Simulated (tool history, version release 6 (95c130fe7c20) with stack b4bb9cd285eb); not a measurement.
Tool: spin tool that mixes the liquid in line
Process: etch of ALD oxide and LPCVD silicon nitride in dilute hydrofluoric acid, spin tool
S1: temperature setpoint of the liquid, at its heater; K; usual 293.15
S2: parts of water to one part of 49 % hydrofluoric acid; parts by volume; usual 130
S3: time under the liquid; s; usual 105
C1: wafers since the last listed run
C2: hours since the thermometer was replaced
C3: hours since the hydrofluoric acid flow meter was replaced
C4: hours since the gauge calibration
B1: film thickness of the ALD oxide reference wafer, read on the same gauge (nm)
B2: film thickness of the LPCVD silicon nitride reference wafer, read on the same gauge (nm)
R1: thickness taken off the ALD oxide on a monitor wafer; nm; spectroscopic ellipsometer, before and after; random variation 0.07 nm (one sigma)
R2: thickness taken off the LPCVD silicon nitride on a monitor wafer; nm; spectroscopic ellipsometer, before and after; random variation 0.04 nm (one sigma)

run,day,S1,S2,S3,C1,C2,C3,C4,B1,B2,R1,R2
1,0.000,293.15,130,105,0,1129.9,838.5,266.0,138.52,49.460,11.94,0.315
2,1.483,293.15,130,105,365,1165.5,874.1,301.6,138.36,49.437,12.04,0.352
3,2.338,293.15,130,105,210,1186.0,894.6,322.1,138.20,49.340,11.92,0.359
# day 3.179: thermometer replaced
4,3.562,290.15,90,105,291,9.2,924.0,351.5,138.03,49.274,15.94,0.373
5,4.262,290.15,90,105,172,26.0,940.8,368.3,137.89,49.267,15.79,0.460
6,5.183,291.15,130,105,226,48.1,962.9,390.4,137.78,49.201,10.98,0.261
7,5.983,291.15,130,105,197,67.3,982.1,409.6,137.63,49.147,10.92,0.379
8,6.638,293.15,130,105,161,83.0,997.8,425.3,137.51,49.115,11.84,0.385
9,7.525,293.15,130,105,218,104.3,1019.1,446.6,137.32,49.048,11.80,0.351
10,8.046,293.15,130,105,128,116.8,1031.6,459.1,137.27,48.993,11.73,0.365
# day 8.754: hydrofluoric acid flow meter replaced
11,9.104,290.15,130,150,250,142.2,8.4,484.5,137.02,48.936,14.92,0.383
12,10.412,293.15,130,105,322,173.6,39.8,515.9,136.72,48.859,11.75,0.305
13,11.671,291.65,130,135,309,203.8,70.0,546.1,136.47,48.715,14.11,0.418
14,12.688,296.65,160,140,250,228.2,94.4,570.5,136.19,48.617,14.28,0.544
15,13.333,293.15,145,145,159,243.7,109.9,586.0,136.03,48.614,14.28,0.425
# day 13.892: gauge calibrated
16,14.233,291.65,90,125,221,265.3,131.5,8.2,140.53,50.186,20.45,0.647
17,14.875,293.15,130,105,158,280.7,146.9,23.6,140.55,50.178,12.07,0.356
18,15.983,293.15,130,105,272,307.3,173.5,50.2,140.51,50.209,12.00,0.280
19,16.583,298.15,150,105,147,321.7,187.9,64.6,140.51,50.165,12.46,0.373
20,19.500,293.15,190,105,718,391.7,257.9,134.6,140.39,50.170,7.78,0.262
21,20.767,290.15,130,75,311,422.1,288.3,165.0,140.32,50.131,7.60,0.208
22,21.896,293.15,130,105,278,449.2,315.4,192.1,140.22,50.093,12.06,0.395

Forecast run 23:
23,23.050,291.15,130,90,284,476.9,343.1,219.8,?,?,?,?

{"run 23": {"B1": 140.1, "B2": 50.027, "R1": 9.58, "R2": 0.279}}
Without the tool's hidden state the same run would have given R1 9.57 nm, R2 0.278 nm.
